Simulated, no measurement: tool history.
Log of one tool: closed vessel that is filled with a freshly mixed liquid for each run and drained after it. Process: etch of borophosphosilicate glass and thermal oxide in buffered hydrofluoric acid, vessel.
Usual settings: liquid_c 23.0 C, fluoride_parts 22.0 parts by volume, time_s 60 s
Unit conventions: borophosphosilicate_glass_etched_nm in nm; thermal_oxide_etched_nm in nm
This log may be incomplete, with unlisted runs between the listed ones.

run,hour,liquid_c,fluoride_parts,time_s,"read-back film thickness of the borophosphosilicate glass reference wafer, read on the same gauge (nm)","read-back film thickness of the thermal oxide reference wafer, read on the same gauge (nm)",borophosphosilicate_glass_etched_nm,thermal_oxide_etched_nm
1,0.0,23.0,22.0,60,49.98,150.02,35.80,30.70
2,37.7,23.0,18.5,60,50.03,149.98,40.67,35.39
3,83.3,23.0,22.0,60,49.98,149.99,36.02,30.64
4,174.0,23.0,22.0,60,50.00,150.01,36.23,30.61
5,262.5,23.0,22.0,60,50.03,150.00,36.26,31.02
6,399.5,23.0,22.0,60,49.99,150.02,36.79,31.31
# hour 429.7: thermometer replaced
7,474.4,23.0,22.0,60,50.01,149.99,33.72,28.82
8,529.6,23.0,22.0,60,50.05,150.00,33.45,28.73
9,593.8,23.0,22.0,30,49.99,150.03,16.84,14.48
10,690.9,20.5,22.0,45,49.99,150.01,22.35,18.92
11,727.4,23.0,18.5,60,49.97,150.02,38.92,33.54
12,768.3,23.0,22.0,45,50.02,149.98,25.59,21.90
# hour 849.3: hydrofluoric acid flow meter replaced
13,852.7,23.0,22.0,60,49.99,149.99,33.85,29.42
14,935.5,21.0,26.5,85,50.01,150.00,38.24,32.56
15,1023.7,25.0,22.0,80,50.01,150.01,51.43,44.03
16,1071.4,18.5,27.0,60,49.99,150.00,23.44,20.05
17,1177.5,23.0,22.0,60,49.97,150.00,34.40,29.84
18,1263.6,23.0,22.0,60,49.99,150.00,35.12,29.81
19,1315.0,25.5,16.5,60,50.00,150.00,51.97,44.31
20,1358.4,28.0,28.5,60,50.00,150.00,38.86,33.01
21,1400.1,20.5,28.5,95,50.00,149.99,40.74,34.99
22,1470.7,23.0,22.0,60,50.00,149.98,35.43,30.03
23,1564.0,23.0,22.0,60,49.98,150.01,35.79,30.39
24,1647.5,21.5,22.0,45,50.04,150.01,24.82,21.08
25,1719.5,23.0,22.0,70,50.00,149.97,41.64,35.70

Run 26, settings as shown, results not yet in. Your forecast:
26,1781.6,20.5,22.0,60,?,?,?,?

read-back film thickness of the borophosphosilicate glass reference wafer, read on the same gauge (nm): 50.01
read-back film thickness of the thermal oxide reference wafer, read on the same gauge (nm): 150.00
borophosphosilicate_glass_etched_nm: 31.47 nm
thermal_oxide_etched_nm: 26.79 nm
If the tool had no hidden condition, the same run with the same run-to-run variation would have returned borophosphosilicate_glass_etched_nm 29.07 nm, thermal_oxide_etched_nm 24.72 nm.
